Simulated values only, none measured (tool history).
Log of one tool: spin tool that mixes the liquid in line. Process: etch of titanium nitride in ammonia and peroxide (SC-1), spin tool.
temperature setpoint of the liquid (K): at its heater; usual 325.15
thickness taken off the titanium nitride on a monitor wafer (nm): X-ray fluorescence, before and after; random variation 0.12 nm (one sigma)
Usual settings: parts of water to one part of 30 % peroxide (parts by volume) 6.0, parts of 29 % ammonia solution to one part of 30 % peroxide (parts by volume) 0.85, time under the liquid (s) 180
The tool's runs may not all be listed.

run    hour  temperature setpoint of the liquid (K)  parts of water to one part of 30 % peroxide (parts by volume)  parts of 29 % ammonia solution to one part of 30 % peroxide (parts by volume)  time under the liquid (s)  read-back film thickness of the titanium nitride reference wafer, read on the same gauge (nm)  thickness taken off the titanium nitride on a monitor wafer (nm)
  1     0.0                                  325.15                                                            6.0                                                                           0.85                        180                                                                                          30.01                                                             15.15
  2    87.9                                  325.15                                                            6.0                                                                           0.85                        180                                                                                          29.99                                                             14.95
      200.0  -- thermometer replaced
  3   213.1                                  325.15                                                            6.0                                                                           0.85                        180                                                                                          29.98                                                             13.97
  4   314.9                                  325.15                                                            6.0                                                                           0.85                        180                                                                                          29.95                                                             13.80
  5   358.2                                  325.15                                                            6.0                                                                           0.85                        180                                                                                          30.00                                                             13.87
  6   413.7                                  325.15                                                            6.0                                                                           0.85                        180                                                                                          29.98                                                             13.57
  7   488.7                                  325.15                                                            6.0                                                                           0.85                        180                                                                                          29.98                                                             13.77
      511.4  -- new drum of ammonia solution connected
  8   589.7                                  325.15                                                            6.0                                                                           0.85                        180                                                                                          29.99                                                             13.47
  9   655.6                                  325.15                                                            6.0                                                                           0.85                        180                                                                                          29.97                                                             13.42
      698.9  -- thermometer replaced, repeated, since the last time left the tool worse
 10   746.1                                  331.15                                                            6.0                                                                           1.15                        180                                                                                          29.98                                                             25.61
      762.4  -- gauge calibrated
 11   799.8                                  325.15                                                            8.0                                                                           0.65                        250                                                                                          30.02                                                             19.00
 12   857.7                                  325.15                                                            6.0                                                                           0.85                        180                                                                                          30.05                                                             16.34
      909.4  -- heated supply line repaired
 13   949.8                                  325.15                                                            6.0                                                                           0.85                        180                                                                                          30.03                                                             16.01
      964.5  -- ammonia flow meter replaced
 14  1041.6                                  322.65                                                            6.0                                                                           0.85                        180                                                                                          30.02                                                             13.42
     1079.6  -- new drum of ammonia solution connected
 15  1140.5                                  325.15                                                            6.0                                                                           0.55                        180                                                                                          29.98                                                             14.82
 16  1196.5                                  325.15                                                            5.0                                                                           0.55                         70                                                                                          30.00                                                              6.18
 17  1291.2                                  328.15                                                            8.5                                                                           0.85                        180                                                                                          30.00                                                             16.17
 18  1345.6                                  325.15                                                            6.0                                                                           0.85                        180                                                                                          29.95                                                             15.57
 19  1387.3                                  325.15                                                            6.0                                                                           0.85                        180                                                                                          30.01                                                             15.52
 20  1453.4                                  325.15                                                            6.0                                                                           0.85                        135                                                                                          29.99                                                             11.54
 21  1528.8                                  328.15                                                            6.0                                                                           1.05                        180                                                                                          30.01                                                             19.32
 22  1611.4                                  325.15                                                            6.0                                                                           0.65                        130                                                                                          30.05                                                             10.46
     1668.7  -- new drum of ammonia solution connected
 23  1692.8                                  315.65                                                            6.0                                                                           1.00                        280                                                                                          30.01                                                             11.95

5 ways to go on from here, each from the tool as it stands after run 23. What would each give?
  A  1693.3                                  325.15                                                            7.5                                                                           0.85                        180                                                                                              ?                                                                 ?
  B  1693.3                                  335.15                                                            5.0                                                                           1.20                        290                                                                                              ?                                                                 ?
  C  1693.3                                  325.15                                                            8.5                                                                           0.85                        110                                                                                              ?                                                                 ?
  D  1693.3                                  321.15                                                            6.0                                                                           0.85                        180                                                                                              ?                                                                 ?
  E  1693.3                                  334.15                                                            7.0                                                                           1.20                        245                                                                                              ?                                                                 ?

run  read-back film thickness of the titanium nitride reference wafer, read on the same gauge (nm)  thickness taken off the titanium nitride on a monitor wafer (nm)
  A                                                                                          30.00                                                             13.49
  B                                                                                          30.00                                                             53.43
  C                                                                                          30.00                                                              7.76
  D                                                                                          30.00                                                             11.31
  E                                                                                          30.00                                                             36.49
Without the tool's hidden state the same runs would have given:
run  thickness taken off the titanium nitride on a monitor wafer (nm)
  A                                                             14.90
  B                                                             58.67
  C                                                              8.57
  D                                                             12.53
  E                                                             40.10
